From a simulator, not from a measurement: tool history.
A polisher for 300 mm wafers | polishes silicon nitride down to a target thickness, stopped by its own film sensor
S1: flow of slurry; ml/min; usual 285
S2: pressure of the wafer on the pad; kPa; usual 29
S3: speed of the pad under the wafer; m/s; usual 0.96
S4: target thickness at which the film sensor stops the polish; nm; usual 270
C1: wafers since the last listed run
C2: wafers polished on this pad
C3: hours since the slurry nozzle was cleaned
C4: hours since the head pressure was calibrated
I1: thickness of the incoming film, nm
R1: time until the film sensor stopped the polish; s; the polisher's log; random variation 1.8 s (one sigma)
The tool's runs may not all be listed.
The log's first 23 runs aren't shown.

run	hour	S1	S2	S3	S4	C1	C2	C3	C4	I1	R1
24	1903.7	285	38.6	0.96	270	550	624	837.4	1058.7	510.2	90
# hour 1919.4: slurry nozzle cleaned
25	1954.5	285	29	0.96	270	265	889	35.1	1109.5	520.5	130.7
26	2009.5	285	29	1.28	270	293	1182	90.1	1164.5	515.2	107.3
# hour 2053.5: head pressure recalibrated
27	2112.9	285	29	0.96	270	540	1722	193.5	59.4	503	118.9
28	2366.7	285	29	0.96	270	1352	3075	447.3	313.2	508.2	123.9
29	2463.7	260	29	0.84	210	516	3591	544.3	410.2	508.6	172.4
30	2505.6	235	35.9	0.96	270	223	3815	586.2	452.1	515.4	108.1
# hour 2518.2: worn pad replaced by a new one
31	2575.1	285	29	0.96	186	349	303	655.7	521.6	504.5	160.7
32	2650.8	250	24.1	0.72	344	403	706	731.4	597.3	509.5	122.8
33	2705.1	285	29	0.96	270	289	996	785.7	651.6	517.1	126.9
# hour 2794.4: slurry nozzle cleaned
34	2806.2	330	35.2	1.06	300	533	1529	11.8	752.7	512.6	82.7
35	2851.9	285	29	0.72	270	243	1773	57.5	798.4	502.9	144.8
36	2915.9	235	29	1.22	270	341	2114	121.5	862.4	510	107.7

5 ways to go on from here, each from the tool as it stands after run 36. What would each give?
A	2916.4	285	29	0.96	270	2	2116	122	862.9	510.2	?
B	2916.4	285	29	1.24	332	2	2116	122	862.9	510.2	?
C	2916.4	285	29	1.14	270	2	2116	122	862.9	510.2	?
D	2916.4	285	29	0.62	270	2	2116	122	862.9	510.2	?
E	2916.4	225	21.4	1.2	202	2	2116	122	862.9	510.2	?

run	R1
A	123.5
B	77.8
C	110.8
D	159.7
E	191.6
Without the tool's hidden state the same runs would have given:
run	R1
A	118.5
B	74.7
C	106.3
D	153.3
E	183.9

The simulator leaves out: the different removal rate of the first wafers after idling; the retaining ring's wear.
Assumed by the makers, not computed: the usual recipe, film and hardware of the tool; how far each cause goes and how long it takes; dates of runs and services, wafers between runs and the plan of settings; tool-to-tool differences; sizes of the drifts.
